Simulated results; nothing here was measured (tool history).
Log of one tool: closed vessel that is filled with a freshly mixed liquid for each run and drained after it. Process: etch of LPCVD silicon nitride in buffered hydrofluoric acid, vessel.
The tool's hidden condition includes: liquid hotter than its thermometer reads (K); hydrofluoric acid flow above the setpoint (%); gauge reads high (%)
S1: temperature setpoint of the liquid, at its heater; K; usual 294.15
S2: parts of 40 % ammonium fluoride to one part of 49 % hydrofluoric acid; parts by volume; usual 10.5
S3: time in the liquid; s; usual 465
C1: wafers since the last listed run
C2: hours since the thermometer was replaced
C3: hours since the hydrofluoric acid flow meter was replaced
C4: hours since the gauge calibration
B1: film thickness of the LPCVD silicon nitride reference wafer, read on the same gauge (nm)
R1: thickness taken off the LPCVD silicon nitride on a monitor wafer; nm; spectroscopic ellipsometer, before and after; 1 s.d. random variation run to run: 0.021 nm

run	day	S1	S2	S3	C1	C2	C3	C4	B1	R1
1	0	294.15	10.5	465	0	2867.5	2034.7	135.6	100.01	5.79
2	0.421	294.15	10.5	465	1049	2877.6	2044.8	145.7	100	5.8
3	0.983	294.15	10.5	465	1402	2891.1	2058.3	159.2	99.99	5.81
4	1.479	294.15	10.5	465	1236	2903	2070.2	171.1	100	5.83
5	2.208	294.15	7.5	265	1818	2920.5	2087.7	188.6	99.98	4.61
6	2.654	294.15	10.5	465	1111	2931.2	2098.4	199.3	100	5.84
7	2.908	294.15	10.5	465	633	2937.3	2104.5	205.4	99.98	5.79
8	3.3	294.15	10.5	465	976	2946.7	2113.9	214.8	99.99	5.78
9	3.683	294.15	10.5	465	955	2955.9	2123.1	224	100.01	5.81
10	4.396	294.15	10.5	465	1776	2973	2140.2	241.1	100.01	5.81
# day 4.654: thermometer replaced
11	4.675	294.15	10.5	465	592	0.5	2146.9	247.8	100	5.79
12	5.083	294.15	10.5	465	1018	10.3	2156.7	257.6	100	5.79
# day 5.996: gauge calibrated
13	6.204	294.15	10.5	465	2794	37.2	2183.6	5	100.01	5.86
14	6.862	294.15	10.5	465	1641	53	2199.4	20.8	100	5.83
15	7.425	294.15	10.5	465	1402	66.5	2212.9	34.3	99.98	5.87
16	7.721	291.65	10.5	230	737	73.6	2220	41.4	100.02	2.52
17	8.238	294.15	10.5	465	1288	86	2232.4	53.8	100	5.83

Run 18, settings as shown, results not yet in. Your forecast:
18	8.492	294.15	10.5	465	633	92.1	2238.5	59.9	?	?

Run 18 came out at B1 100.01, R1 5.86 nm.
With no hidden state in the tool, this same run would have given R1 5.43 nm.
